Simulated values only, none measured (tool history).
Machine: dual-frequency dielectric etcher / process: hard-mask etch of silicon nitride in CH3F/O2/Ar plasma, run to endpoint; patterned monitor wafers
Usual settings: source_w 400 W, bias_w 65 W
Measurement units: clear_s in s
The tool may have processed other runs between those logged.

run    hour  source_w  bias_w  wafers since the last listed run  hours since the last wet clean  hours since the last source power generator calibration  hours since the last bias power generator calibration  hours since the last upper electrode change  incoming incoming film thickness, nm  clear_s
  1       0       400      65                                 0                             282                                                   2162.2                                                 2011.7                                       2609.3                                  55.7     93.6
  2    94.4       400      65                              1235                           376.4                                                   2256.6                                                 2106.1                                       2703.7                                  55.2     93.6
  3   192.7       400      65                              1286                           474.7                                                   2354.9                                                 2204.4                                         2802                                  54.6     92.8
  4   235.3       400      65                               557                           517.3                                                   2397.5                                                   2247                                       2844.6                                  54.8     92.2
      312.6  -- wet clean of the chamber
  5   313.1       400      65                               704                             0.5                                                   2475.3                                                 2324.8                                       2922.4                                  54.9       93
  6   398.5       400      65                              1117                            85.9                                                   2560.7                                                 2410.2                                       3007.8                                  55.1       93
  7   460.4       380      61                               810                           147.8                                                   2622.6                                                 2472.1                                       3069.7                                  54.5       96
  8     550       380      61                              1172                           237.4                                                   2712.2                                                 2561.7                                       3159.3                                  55.1     97.5
  9   811.4       380      61                              3421                           498.8                                                   2973.6                                                 2823.1                                       3420.7                                  54.6     95.9
 10   859.3       320      69                               626                           546.7                                                   3021.5                                                   2871                                       3468.6                                  55.5    101.4
      894.3  -- wet clean of the chamber
      944.1  -- source power generator calibrated
 11   956.5       370      65                               905                            62.2                                                     12.4                                                 2968.2                                       3565.8                                  55.2     96.5
 12  1017.5       400      65                               798                           123.2                                                     73.4                                                 3029.2                                       3626.8                                  54.6     92.2
 13  1071.6       400      65                               708                           177.3                                                    127.5                                                 3083.3                                       3680.9                                  54.6       92
 14  1151.1       400      73                              1040                           256.8                                                      207                                                 3162.8                                       3760.4                                  55.3     90.5
 15  1197.3       400      57                               604                             303                                                    253.2                                                   3209                                       3806.6                                  55.1     97.1
 16    1290       360      81                              1213                           395.7                                                    345.9                                                 3301.7                                       3899.3                                  54.7     89.9
 17  1383.6       400      65                              1224                           489.3                                                    439.5                                                 3395.3                                       3992.9                                  54.7     92.2
     1446.4  -- wet clean of the chamber
     1487.1  -- bias power generator calibrated
     1559.1  -- upper electrode replaced
 18  1559.6       340      72                              1622                           113.2                                                    615.5                                                   72.5                                          0.5                                  54.9     96.4
 19    1634       400      65                               973                           187.6                                                    689.9                                                  146.9                                         74.9                                  55.7     94.2
 20  1674.4       400      65                               528                             228                                                    730.3                                                  187.3                                        115.3                                  55.1       93
 21  1770.3       400      65                              1255                           323.9                                                    826.2                                                  283.2                                        211.2                                  55.5     93.6
 22  1870.4       470      51                              1310                             424                                                    926.3                                                  383.3                                        311.3                                  54.7     92.7
 23  1930.4       370      79                               785                             484                                                    986.3                                                  443.3                                        371.3                                    55     90.4
 24  1984.4       500      53                               706                             538                                                   1040.3                                                  497.3                                        425.3                                  55.3     90.6
 25  2059.5       360      55                               982                           613.1                                                   1115.4                                                  572.4                                        500.4                                  55.6    103.3
 26  2136.5       400      70                              1007                           690.1                                                   1192.4                                                  649.4                                        577.4                                  54.9     90.9
     2182.6  -- wet clean of the chamber
 27  2197.5       380      61                               484                            14.9                                                   1253.4                                                  710.4                                        638.4                                    55     96.8
 28  2285.4       470      51                              1150                           102.8                                                   1341.3                                                  798.3                                        726.3                                    55     93.1
 29  2349.2       310      58                               834                           166.6                                                   1405.1                                                  862.1                                        790.1                                  55.1    108.1

Each row is a separate what-if for the run after 29, all from the same tool condition, not one after another. Results?
  A  2349.6       310      65                                 5                             167                                                   1405.5                                                  862.5                                        790.5                                  54.9        ?
  B  2349.6       310      57                                 5                             167                                                   1405.5                                                  862.5                                        790.5                                  54.9        ?
  C  2349.6       370      81                                 5                             167                                                   1405.5                                                  862.5                                        790.5                                  54.9        ?

run  clear_s
  A    103.9
  B    108.3
  C     89.4
What these runs would have given with no unlogged condition in the tool:
run  clear_s
  A    103.9
  B    108.3
  C     89.4
